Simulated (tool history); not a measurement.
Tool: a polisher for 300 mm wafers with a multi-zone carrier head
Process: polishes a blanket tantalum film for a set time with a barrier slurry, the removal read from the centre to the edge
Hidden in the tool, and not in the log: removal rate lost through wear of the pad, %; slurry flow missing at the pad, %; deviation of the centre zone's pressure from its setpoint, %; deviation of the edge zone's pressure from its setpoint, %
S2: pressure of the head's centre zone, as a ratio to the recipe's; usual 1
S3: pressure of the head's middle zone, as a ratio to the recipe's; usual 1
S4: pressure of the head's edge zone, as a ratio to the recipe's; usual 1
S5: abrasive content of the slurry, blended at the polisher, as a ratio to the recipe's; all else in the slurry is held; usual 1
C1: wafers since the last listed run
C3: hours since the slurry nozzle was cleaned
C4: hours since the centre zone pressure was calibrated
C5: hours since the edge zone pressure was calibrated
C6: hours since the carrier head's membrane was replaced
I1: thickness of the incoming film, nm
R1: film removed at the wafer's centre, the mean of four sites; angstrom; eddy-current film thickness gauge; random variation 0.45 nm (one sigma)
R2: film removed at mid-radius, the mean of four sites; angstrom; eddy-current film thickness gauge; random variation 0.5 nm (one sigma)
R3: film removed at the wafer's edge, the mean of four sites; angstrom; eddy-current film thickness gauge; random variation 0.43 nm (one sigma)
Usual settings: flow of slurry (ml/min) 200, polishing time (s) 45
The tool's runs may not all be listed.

{"run": 1, "hour": 0.0, "flow of slurry (ml/min)": 200, "S2": 1, "S3": 1, "S4": 1, "S5": 1, "polishing time (s)": 55, "C1": 0, "wafers polished on this pad": 58, "C3": 788.1, "C4": 1037.8, "C5": 239.9, "C6": 1176.7, "I1": 372.6, "R1": 550, "R2": 554, "R3": 562}
{"run": 2, "hour": 16.2, "flow of slurry (ml/min)": 200, "S2": 1, "S3": 1, "S4": 1, "S5": 1, "polishing time (s)": 55, "C1": 214, "wafers polished on this pad": 273, "C3": 804.3, "C4": 1054, "C5": 256.1, "C6": 1192.9, "I1": 372.8, "R1": 509, "R2": 528, "R3": 547}
{"run": 3, "hour": 33.4, "flow of slurry (ml/min)": 200, "S2": 1, "S3": 1, "S4": 1, "S5": 1, "polishing time (s)": 55, "C1": 228, "wafers polished on this pad": 501, "C3": 821.5, "C4": 1071.2, "C5": 273.3, "C6": 1210.1, "I1": 368.2, "R1": 505, "R2": 506, "R3": 524}
{"run": 4, "hour": 48.8, "flow of slurry (ml/min)": 200, "S2": 1, "S3": 1, "S4": 1, "S5": 1, "polishing time (s)": 45, "C1": 204, "wafers polished on this pad": 705, "C3": 836.9, "C4": 1086.6, "C5": 288.7, "C6": 1225.5, "I1": 375.2, "R1": 411, "R2": 409, "R3": 428}
{"hour": 58.8, "done": "worn pad replaced by a new one, of another model than before"}
{"hour": 65.2, "done": "carrier head's membrane replaced by a new one"}
{"run": 5, "hour": 65.7, "flow of slurry (ml/min)": 200, "S2": 1, "S3": 1, "S4": 1, "S5": 1, "polishing time (s)": 45, "C1": 104, "wafers polished on this pad": 25, "C3": 853.8, "C4": 1103.5, "C5": 305.6, "C6": 0.5, "I1": 370.3, "R1": 438, "R2": 449, "R3": 456}
{"hour": 96.0, "done": "slurry nozzle cleaned"}
{"hour": 111.7, "done": "edge zone pressure recalibrated"}
{"run": 6, "hour": 116.7, "flow of slurry (ml/min)": 200, "S2": 1, "S3": 1, "S4": 1, "S5": 1, "polishing time (s)": 45, "C1": 636, "wafers polished on this pad": 661, "C3": 20.7, "C4": 1154.5, "C5": 5, "C6": 51.5, "I1": 368.8, "R1": 399, "R2": 420, "R3": 425}
{"hour": 126.9, "done": "worn pad replaced by a new one"}
{"run": 7, "hour": 127.3, "flow of slurry (ml/min)": 200, "S2": 1, "S3": 1, "S4": 1, "S5": 1, "polishing time (s)": 45, "C1": 87, "wafers polished on this pad": 5, "C3": 31.3, "C4": 1165.1, "C5": 15.6, "C6": 62.1, "I1": 372.6, "R1": 444, "R2": 459, "R3": 463}
{"run": 8, "hour": 136.2, "flow of slurry (ml/min)": 200, "S2": 1, "S3": 1, "S4": 1, "S5": 1, "polishing time (s)": 37, "C1": 117, "wafers polished on this pad": 123, "C3": 40.2, "C4": 1174, "C5": 24.5, "C6": 71, "I1": 365.3, "R1": 355, "R2": 366, "R3": 367}
{"run": 9, "hour": 145.3, "flow of slurry (ml/min)": 200, "S2": 1, "S3": 1, "S4": 1, "S5": 1, "polishing time (s)": 45, "C1": 120, "wafers polished on this pad": 244, "C3": 49.3, "C4": 1183.1, "C5": 33.6, "C6": 80.1, "I1": 369.7, "R1": 422, "R2": 432, "R3": 442}
{"run": 10, "hour": 154.2, "flow of slurry (ml/min)": 200, "S2": 0.91, "S3": 0.95, "S4": 0.93, "S5": 1, "polishing time (s)": 33, "C1": 117, "wafers polished on this pad": 362, "C3": 58.2, "C4": 1192, "C5": 42.5, "C6": 89, "I1": 371.5, "R1": 277, "R2": 298, "R3": 306}
{"run": 11, "hour": 192.8, "flow of slurry (ml/min)": 155, "S2": 1, "S3": 1, "S4": 1.09, "S5": 0.9, "polishing time (s)": 45, "C1": 511, "wafers polished on this pad": 873, "C3": 96.8, "C4": 1230.6, "C5": 81.1, "C6": 127.6, "I1": 368, "R1": 369, "R2": 395, "R3": 419}
{"hour": 204.7, "done": "worn pad replaced by a new one"}
{"run": 12, "hour": 205.2, "flow of slurry (ml/min)": 200, "S2": 1, "S3": 1, "S4": 1.09, "S5": 1, "polishing time (s)": 45, "C1": 111, "wafers polished on this pad": 6, "C3": 109.2, "C4": 1243, "C5": 93.5, "C6": 140, "I1": 371.3, "R1": 459, "R2": 471, "R3": 496}
{"run": 13, "hour": 221.0, "flow of slurry (ml/min)": 200, "S2": 1, "S3": 1, "S4": 0.96, "S5": 1, "polishing time (s)": 31, "C1": 209, "wafers polished on this pad": 216, "C3": 125, "C4": 1258.8, "C5": 109.3, "C6": 155.8, "I1": 377, "R1": 301, "R2": 303, "R3": 301}
{"hour": 229.4, "done": "centre zone pressure recalibrated"}
{"run": 14, "hour": 238.4, "flow of slurry (ml/min)": 200, "S2": 1.04, "S3": 1.08, "S4": 0.91, "S5": 1.2, "polishing time (s)": 45, "C1": 204, "wafers polished on this pad": 420, "C3": 142.4, "C4": 9, "C5": 126.7, "C6": 173.2, "I1": 367.6, "R1": 452, "R2": 476, "R3": 439}
{"run": 15, "hour": 246.9, "flow of slurry (ml/min)": 200, "S2": 1, "S3": 1, "S4": 1, "S5": 1, "polishing time (s)": 45, "C1": 112, "wafers polished on this pad": 532, "C3": 150.9, "C4": 17.5, "C5": 135.2, "C6": 181.7, "I1": 371.1, "R1": 416, "R2": 425, "R3": 431}

Run 16 comes next. What will it give?
{"run": 16, "hour": 266.8, "flow of slurry (ml/min)": 250, "S2": 0.96, "S3": 1, "S4": 1, "S5": 1.3, "polishing time (s)": 45, "C1": 263, "wafers polished on this pad": 796, "C3": 170.8, "C4": 37.4, "C5": 155.1, "C6": 201.6, "I1": 363.9, "R1": "?", "R2": "?", "R3": "?"}

{"run 16": {"R1": 428, "R2": 469, "R3": 465}}
Without the tool's hidden state the same run would have given R1 478 angstrom, R2 524 angstrom, R3 520 angstrom.
